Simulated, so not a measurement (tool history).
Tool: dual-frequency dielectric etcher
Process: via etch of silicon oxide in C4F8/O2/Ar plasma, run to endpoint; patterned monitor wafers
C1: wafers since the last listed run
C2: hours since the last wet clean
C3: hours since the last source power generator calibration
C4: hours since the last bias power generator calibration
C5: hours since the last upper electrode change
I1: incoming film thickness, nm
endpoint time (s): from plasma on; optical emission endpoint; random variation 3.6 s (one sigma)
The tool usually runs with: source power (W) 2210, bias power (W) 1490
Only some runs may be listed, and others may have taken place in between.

Run 1, hour 0.0: usual settings but bias power (W) 1229; C1 0; C2 101.9; C3 3649.0; C4 1720.8; C5 5340.1; I1 2238.9. Result: endpoint time (s) 474.3.
Run 2, hour 12.5: usual settings but bias power (W) 1229; C1 43; C2 114.4; C3 3661.5; C4 1733.3; C5 5352.6; I1 2252.7. Result: endpoint time (s) 476.3.
Run 3, hour 47.3: usual settings but bias power (W) 1229; C1 120; C2 149.2; C3 3696.3; C4 1768.1; C5 5387.4; I1 2248.3. Result: endpoint time (s) 471.7.
Run 4, hour 74.3: usual settings; C1 93; C2 176.2; C3 3723.3; C4 1795.1; C5 5414.4; I1 2271.4. Result: endpoint time (s) 450.4.
Run 5, hour 93.9: usual settings; C1 67; C2 195.8; C3 3742.9; C4 1814.7; C5 5434.0; I1 2242.4. Result: endpoint time (s) 443.8.
Run 6, hour 112.4: usual settings; C1 63; C2 214.3; C3 3761.4; C4 1833.2; C5 5452.5; I1 2263.5. Result: endpoint time (s) 452.8.
Run 7, hour 143.1: usual settings but bias power (W) 1761; C1 105; C2 245.0; C3 3792.1; C4 1863.9; C5 5483.2; I1 2238.2. Result: endpoint time (s) 417.5.
Run 8, hour 160.9: usual settings but bias power (W) 1761; C1 61; C2 262.8; C3 3809.9; C4 1881.7; C5 5501.0; I1 2236.2. Result: endpoint time (s) 418.3.
Run 9, hour 179.8: usual settings but bias power (W) 1761; C1 65; C2 281.7; C3 3828.8; C4 1900.6; C5 5519.9; I1 2242.5. Result: endpoint time (s) 415.6.
Run 10, hour 203.7: usual settings; C1 82; C2 305.6; C3 3852.7; C4 1924.5; C5 5543.8; I1 2273.8. Result: endpoint time (s) 449.4.
At hour 234.8: upper electrode replaced.
Run 11, hour 235.3: usual settings; C1 26; C2 337.2; C3 3884.3; C4 1956.1; C5 0.5; I1 2211.1. Result: endpoint time (s) 436.9.
Run 12, hour 245.6: usual settings but bias power (W) 1208; C1 35; C2 347.5; C3 3894.6; C4 1966.4; C5 10.8; I1 2236.7. Result: endpoint time (s) 459.0.
At hour 255.9: bias power generator calibrated.
Run 13, hour 267.6: usual settings but bias power (W) 1208; C1 62; C2 369.5; C3 3916.6; C4 11.7; C5 32.8; I1 2229.5. Result: endpoint time (s) 469.0.
At hour 275.7: source power generator calibrated.
Run 14, hour 296.0: usual settings but bias power (W) 1208; C1 84; C2 397.9; C3 20.3; C4 40.1; C5 61.2; I1 2233.6. Result: endpoint time (s) 464.2.
Run 15, hour 310.5: usual settings; C1 50; C2 412.4; C3 34.8; C4 54.6; C5 75.7; I1 2263.4. Result: endpoint time (s) 441.7.
Run 16, hour 343.7: usual settings but source power (W) 2560, bias power (W) 1301; C1 114; C2 445.6; C3 68.0; C4 87.8; C5 108.9; I1 2230.7. Result: endpoint time (s) 430.0.
At hour 390.4: wet clean of the chamber.
Run 17, hour 390.9: usual settings; C1 80; C2 0.5; C3 115.2; C4 135.0; C5 156.1; I1 2249.4. Result: endpoint time (s) 458.3.
Run 18, hour 396.9: usual settings; C1 20; C2 6.5; C3 121.2; C4 141.0; C5 162.1; I1 2265.2. Result: endpoint time (s) 454.4.
Run 19, hour 410.4: usual settings but bias power (W) 1741; C1 46; C2 20.0; C3 134.7; C4 154.5; C5 175.6; I1 2234.8. Result: endpoint time (s) 444.2.
Run 20, hour 431.3: usual settings but bias power (W) 1761; C1 72; C2 40.9; C3 155.6; C4 175.4; C5 196.5; I1 2263.1. Result: endpoint time (s) 433.5.
Run 21, hour 462.6: usual settings but source power (W) 1790, bias power (W) 1766; C1 108; C2 72.2; C3 186.9; C4 206.7; C5 227.8; I1 2221.5. Result: endpoint time (s) 454.7.
Run 22, hour 498.0: usual settings; C1 122; C2 107.6; C3 222.3; C4 242.1; C5 263.2; I1 2247.8. Result: endpoint time (s) 451.0.
Run 23, hour 513.2: usual settings but source power (W) 2690, bias power (W) 1219; C1 52; C2 122.8; C3 237.5; C4 257.3; C5 278.4; I1 2256.2. Result: endpoint time (s) 458.2.
Run 24, hour 536.6: usual settings but source power (W) 1680; C1 80; C2 146.2; C3 260.9; C4 280.7; C5 301.8; I1 2225.7. Result: endpoint time (s) 484.1.
Run 25, hour 563.4: usual settings but source power (W) 2590; C1 92; C2 173.0; C3 287.7; C4 307.5; C5 328.6; I1 2241.3. Result: endpoint time (s) 427.7.
Run 26, hour 591.7: usual settings but source power (W) 2700, bias power (W) 1833; C1 97; C2 201.3; C3 316.0; C4 335.8; C5 356.9; I1 2244.9. Result: endpoint time (s) 396.7.
Run 27, hour 626.9: usual settings but source power (W) 1850, bias power (W) 1820; C1 121; C2 236.5; C3 351.2; C4 371.0; C5 392.1; I1 2250.3. Result: endpoint time (s) 439.8.
Run 28, hour 652.1: usual settings; C1 86; C2 261.7; C3 376.4; C4 396.2; C5 417.3; I1 2269.3. Result: endpoint time (s) 452.1.
Run 29, hour 699.1: usual settings but source power (W) 1810, bias power (W) 1121; C1 162; C2 308.7; C3 423.4; C4 443.2; C5 464.3; I1 2264.7. Result: endpoint time (s) 511.0.
Run 30, hour 733.0: usual settings; C1 117; C2 342.6; C3 457.3; C4 477.1; C5 498.2; I1 2219.8. Result: endpoint time (s) 437.2.
Run 31, hour 750.5: usual settings but source power (W) 2620, bias power (W) 1190; C1 60; C2 360.1; C3 474.8; C4 494.6; C5 515.7; I1 2231.0. Result: endpoint time (s) 447.6.

Each row is a separate what-if for the run after 31, all from the same tool condition, not one after another. Results?
Run A, hour 751.0: usual settings but bias power (W) 1641; C1 1; C2 360.6; C3 475.3; C4 495.1; C5 516.2; I1 2248.9. Result: endpoint time (s) ?.
Run B, hour 751.0: usual settings but source power (W) 1970, bias power (W) 1212; C1 1; C2 360.6; C3 475.3; C4 495.1; C5 516.2; I1 2248.9. Result: endpoint time (s) ?.
Run C, hour 751.0: usual settings but source power (W) 2610, bias power (W) 1275; C1 1; C2 360.6; C3 475.3; C4 495.1; C5 516.2; I1 2248.9. Result: endpoint time (s) ?.

run  endpoint time (s)
  A              429.8
  B              485.8
  C              441.2
Had the tool no hidden state, the same runs would have come out as:
run  endpoint time (s)
  A              444.2
  B              502.1
  C              456.0
